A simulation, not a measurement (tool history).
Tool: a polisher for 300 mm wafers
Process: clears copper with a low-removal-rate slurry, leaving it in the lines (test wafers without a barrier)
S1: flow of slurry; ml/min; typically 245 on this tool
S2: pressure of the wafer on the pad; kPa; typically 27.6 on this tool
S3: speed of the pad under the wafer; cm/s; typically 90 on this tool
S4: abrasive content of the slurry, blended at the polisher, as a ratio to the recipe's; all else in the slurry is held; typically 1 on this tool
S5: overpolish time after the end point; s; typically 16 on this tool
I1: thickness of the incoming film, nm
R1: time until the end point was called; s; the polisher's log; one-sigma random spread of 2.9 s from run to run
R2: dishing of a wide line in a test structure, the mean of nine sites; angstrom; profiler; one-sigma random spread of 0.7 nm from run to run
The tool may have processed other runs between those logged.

{"run": 1, "hour": 0.0, "S1": 245, "S2": 31, "S3": 90, "S4": 1, "S5": 16, "I1": 454.3, "R1": 158, "R2": 357}
{"run": 2, "hour": 23.9, "S1": 245, "S2": 31, "S3": 90, "S4": 1, "S5": 16, "I1": 443.5, "R1": 155.8, "R2": 341}
{"hour": 29.5, "done": "worn pad replaced by a new one"}
{"run": 3, "hour": 37.3, "S1": 245, "S2": 31, "S3": 90, "S4": 1, "S5": 16, "I1": 447, "R1": 141.4, "R2": 398}
{"run": 4, "hour": 56.7, "S1": 245, "S2": 27.6, "S3": 90, "S4": 1, "S5": 8, "I1": 454.6, "R1": 153.4, "R2": 191}
{"run": 5, "hour": 79.3, "S1": 245, "S2": 27.6, "S3": 90, "S4": 1, "S5": 8, "I1": 453.8, "R1": 158.5, "R2": 186}
{"run": 6, "hour": 102.5, "S1": 245, "S2": 27.6, "S3": 90, "S4": 1, "S5": 8, "I1": 453.4, "R1": 161, "R2": 184}
{"run": 7, "hour": 119.6, "S1": 245, "S2": 27.6, "S3": 90, "S4": 1, "S5": 16, "I1": 449.2, "R1": 157.6, "R2": 341}
{"hour": 135.1, "done": "head pressure recalibrated"}
{"run": 8, "hour": 135.6, "S1": 245, "S2": 27.6, "S3": 110, "S4": 0.8, "S5": 9, "I1": 458.9, "R1": 146.6, "R2": 223}
{"hour": 145.8, "done": "slurry blender recalibrated"}
{"run": 9, "hour": 167.0, "S1": 245, "S2": 22.1, "S3": 90, "S4": 1, "S5": 16, "I1": 454.4, "R1": 190.1, "R2": 311}
{"run": 10, "hour": 195.7, "S1": 165, "S2": 33.1, "S3": 66, "S4": 1, "S5": 6, "I1": 451.2, "R1": 197.8, "R2": 116}
{"run": 11, "hour": 221.4, "S1": 245, "S2": 31.7, "S3": 90, "S4": 1, "S5": 16, "I1": 447.2, "R1": 155.4, "R2": 367}
{"run": 12, "hour": 240.0, "S1": 245, "S2": 27.6, "S3": 90, "S4": 1, "S5": 21, "I1": 449.8, "R1": 175, "R2": 400}
{"hour": 251.6, "done": "worn pad replaced by a new one"}
{"run": 13, "hour": 273.2, "S1": 295, "S2": 27.6, "S3": 90, "S4": 1, "S5": 16, "I1": 457.2, "R1": 148.8, "R2": 374}
{"run": 14, "hour": 293.7, "S1": 180, "S2": 37.2, "S3": 90, "S4": 1, "S5": 16, "I1": 455.8, "R1": 129.8, "R2": 420}
{"run": 15, "hour": 327.6, "S1": 245, "S2": 27.6, "S3": 90, "S4": 1, "S5": 16, "I1": 450.6, "R1": 153.5, "R2": 356}
{"run": 16, "hour": 345.8, "S1": 245, "S2": 27.6, "S3": 98, "S4": 1, "S5": 16, "I1": 456.5, "R1": 147.4, "R2": 356}
{"run": 17, "hour": 359.1, "S1": 245, "S2": 24.1, "S3": 90, "S4": 1.2, "S5": 16, "I1": 452.5, "R1": 168.3, "R2": 331}
{"run": 18, "hour": 394.4, "S1": 245, "S2": 27.6, "S3": 106, "S4": 1, "S5": 21, "I1": 443, "R1": 137, "R2": 492}
{"run": 19, "hour": 423.8, "S1": 245, "S2": 27.6, "S3": 90, "S4": 1, "S5": 16, "I1": 451.2, "R1": 170.3, "R2": 326}

Forecast run 20:
{"hour": 456.7, "done": "slurry blender recalibrated"}
{"hour": 457.1, "done": "worn pad replaced by a new one"}
{"run": 20, "hour": 457.6, "S1": 200, "S2": 27.6, "S3": 68, "S4": 1, "S5": 16, "I1": 451.2, "R1": "?", "R2": "?"}

Run 20 gave R1 189.6 s, R2 290 angstrom.
Minus the tool's unlogged condition, the same run would have read R1 187.6 s, R2 293 angstrom.
